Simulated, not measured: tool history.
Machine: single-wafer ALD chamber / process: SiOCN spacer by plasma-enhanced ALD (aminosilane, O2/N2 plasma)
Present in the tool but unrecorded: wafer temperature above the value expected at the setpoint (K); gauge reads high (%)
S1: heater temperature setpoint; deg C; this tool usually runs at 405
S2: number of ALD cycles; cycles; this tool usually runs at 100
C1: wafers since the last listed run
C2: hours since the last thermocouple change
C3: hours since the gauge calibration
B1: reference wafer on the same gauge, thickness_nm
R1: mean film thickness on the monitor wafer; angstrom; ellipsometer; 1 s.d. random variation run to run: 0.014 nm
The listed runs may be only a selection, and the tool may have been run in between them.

run 1 hour=0 | S1=405 S2=114 | C1=0 C2=1875.4 C3=392.9 | B1=4.852 | R1=65.46
run 2 hour=13.2 | S1=405 S2=114 | C1=31 C2=1888.6 C3=406.1 | B1=4.85 | R1=65.37
run 3 hour=22.2 | S1=405 S2=100 | C1=21 C2=1897.6 C3=415.1 | B1=4.85 | R1=57.51
run 4 hour=33.3 | S1=405 S2=100 | C1=26 C2=1908.7 C3=426.2 | B1=4.858 | R1=57.52
run 5 hour=46.9 | S1=405 S2=100 | C1=32 C2=1922.3 C3=439.8 | B1=4.859 | R1=57.63
run 6 hour=60.4 | S1=405 S2=100 | C1=32 C2=1935.8 C3=453.3 | B1=4.863 | R1=57.66
run 7 hour=69.2 | S1=405 S2=100 | C1=20 C2=1944.6 C3=462.1 | B1=4.869 | R1=57.63
run 8 hour=83.9 | S1=405 S2=86 | C1=34 C2=1959.3 C3=476.8 | B1=4.871 | R1=49.79
run 9 hour=101.5 | S1=405 S2=100 | C1=41 C2=1976.9 C3=494.4 | B1=4.874 | R1=57.92
run 10 hour=109.7 | S1=405 S2=100 | C1=19 C2=1985.1 C3=502.6 | B1=4.871 | R1=58.14
run 11 hour=118.5 | S1=405 S2=100 | C1=20 C2=1993.9 C3=511.4 | B1=4.876 | R1=57.96
run 12 hour=149.2 | S1=405 S2=85 | C1=72 C2=2024.6 C3=542.1 | B1=4.883 | R1=49.44
run 13 hour=160.4 | S1=405 S2=85 | C1=26 C2=2035.8 C3=553.3 | B1=4.886 | R1=49.36
run 14 hour=177.8 | S1=398 S2=104 | C1=41 C2=2053.2 C3=570.7 | B1=4.896 | R1=61.4
run 15 hour=231.6 | S1=405 S2=100 | C1=127 C2=2107 C3=624.5 | B1=4.911 | R1=58.46
-- hour=237.1 gauge calibrated
run 16 hour=241.1 | S1=405 S2=100 | C1=22 C2=2116.5 C3=4 | B1=4.815 | R1=57.31
run 17 hour=255.9 | S1=405 S2=100 | C1=35 C2=2131.3 C3=18.8 | B1=4.817 | R1=56.94
run 18 hour=271.1 | S1=405 S2=100 | C1=36 C2=2146.5 C3=34 | B1=4.817 | R1=57.03
run 19 hour=286.1 | S1=405 S2=100 | C1=35 C2=2161.5 C3=49 | B1=4.816 | R1=57.09
run 20 hour=293.8 | S1=405 S2=100 | C1=18 C2=2169.2 C3=56.7 | B1=4.816 | R1=57.25
run 21 hour=308.7 | S1=405 S2=100 | C1=35 C2=2184.1 C3=71.6 | B1=4.822 | R1=57.06
-- hour=332.4 thermocouple changed; heater temperature recalibrated
run 22 hour=332.9 | S1=405 S2=104 | C1=38 C2=0.5 C3=95.8 | B1=4.817 | R1=59.69
run 23 hour=333.3 | S1=405 S2=100 | C1=0 C2=0.9 C3=96.2 | B1=4.817 | R1=57.17
run 24 hour=347.1 | S1=405 S2=85 | C1=32 C2=14.7 C3=110 | B1=4.819 | R1=48.52
run 25 hour=361.8 | S1=405 S2=118 | C1=34 C2=29.4 C3=124.7 | B1=4.818 | R1=67.77
run 26 hour=371.8 | S1=410 S2=93 | C1=23 C2=39.4 C3=134.7 | B1=4.825 | R1=52.59
run 27 hour=379 | S1=417 S2=114 | C1=17 C2=46.6 C3=141.9 | B1=4.82 | R1=63.02
run 28 hour=386 | S1=390 S2=112 | C1=16 C2=53.6 C3=148.9 | B1=4.824 | R1=64.83
run 29 hour=403.5 | S1=405 S2=100 | C1=41 C2=71.1 C3=166.4 | B1=4.822 | R1=57.12
run 30 hour=413.4 | S1=413 S2=117 | C1=23 C2=81 C3=176.3 | B1=4.825 | R1=65.21
run 31 hour=423 | S1=405 S2=116 | C1=22 C2=90.6 C3=185.9 | B1=4.83 | R1=66.13
run 32 hour=438 | S1=405 S2=100 | C1=35 C2=105.6 C3=200.9 | B1=4.825 | R1=57.33
run 33 hour=454.1 | S1=405 S2=100 | C1=38 C2=121.7 C3=217 | B1=4.828 | R1=57.28
run 34 hour=467.1 | S1=405 S2=100 | C1=30 C2=134.7 C3=230 | B1=4.833 | R1=57.19
run 35 hour=479 | S1=405 S2=100 | C1=28 C2=146.6 C3=241.9 | B1=4.83 | R1=57.22
run 36 hour=493.1 | S1=405 S2=100 | C1=33 C2=160.7 C3=256 | B1=4.836 | R1=57.44
run 37 hour=502.7 | S1=399 S2=108 | C1=22 C2=170.3 C3=265.6 | B1=4.835 | R1=62.93
run 38 hour=528.4 | S1=413 S2=93 | C1=61 C2=196 C3=291.3 | B1=4.841 | R1=52.33
run 39 hour=543.7 | S1=396 S2=95 | C1=36 C2=211.3 C3=306.6 | B1=4.839 | R1=55.39
run 40 hour=550.4 | S1=415 S2=87 | C1=15 C2=218 C3=313.3 | B1=4.844 | R1=48.65
run 41 hour=560.6 | S1=419 S2=100 | C1=24 C2=228.2 C3=323.5 | B1=4.845 | R1=55.32
run 42 hour=570.8 | S1=399 S2=86 | C1=24 C2=238.4 C3=333.7 | B1=4.846 | R1=50.37
run 43 hour=584.2 | S1=399 S2=84 | C1=31 C2=251.8 C3=347.1 | B1=4.85 | R1=49.02
run 44 hour=596.1 | S1=412 S2=111 | C1=28 C2=263.7 C3=359 | B1=4.852 | R1=62.66

The tool's hidden state at each run:
wafer temperature above the value expected at the setpoint (K): 0 on each run
H1: gauge reads high (%)
run=1 H1=0.809
run=2 H1=0.868
run=3 H1=0.91
run=4 H1=0.962
run=5 H1=1.03
run=6 H1=1.1
run=7 H1=1.14
run=8 H1=1.22
run=9 H1=1.32
run=10 H1=1.36
run=11 H1=1.41
run=12 H1=1.59
run=13 H1=1.66
run=14 H1=1.77
run=15 H1=2.13
run=16 H1=0.124
run=17 H1=0.126
run=18 H1=0.131
run=19 H1=0.138
run=20 H1=0.142
run=21 H1=0.153
run=22 H1=0.176
run=23 H1=0.176
run=24 H1=0.192
run=25 H1=0.212
run=26 H1=0.226
run=27 H1=0.237
run=28 H1=0.249
run=29 H1=0.28
run=30 H1=0.299
run=31 H1=0.318
run=32 H1=0.351
run=33 H1=0.389
run=34 H1=0.422
run=35 H1=0.453
run=36 H1=0.493
run=37 H1=0.521
run=38 H1=0.601
run=39 H1=0.653
run=40 H1=0.676
run=41 H1=0.713
run=42 H1=0.75
run=43 H1=0.802
run=44 H1=0.849
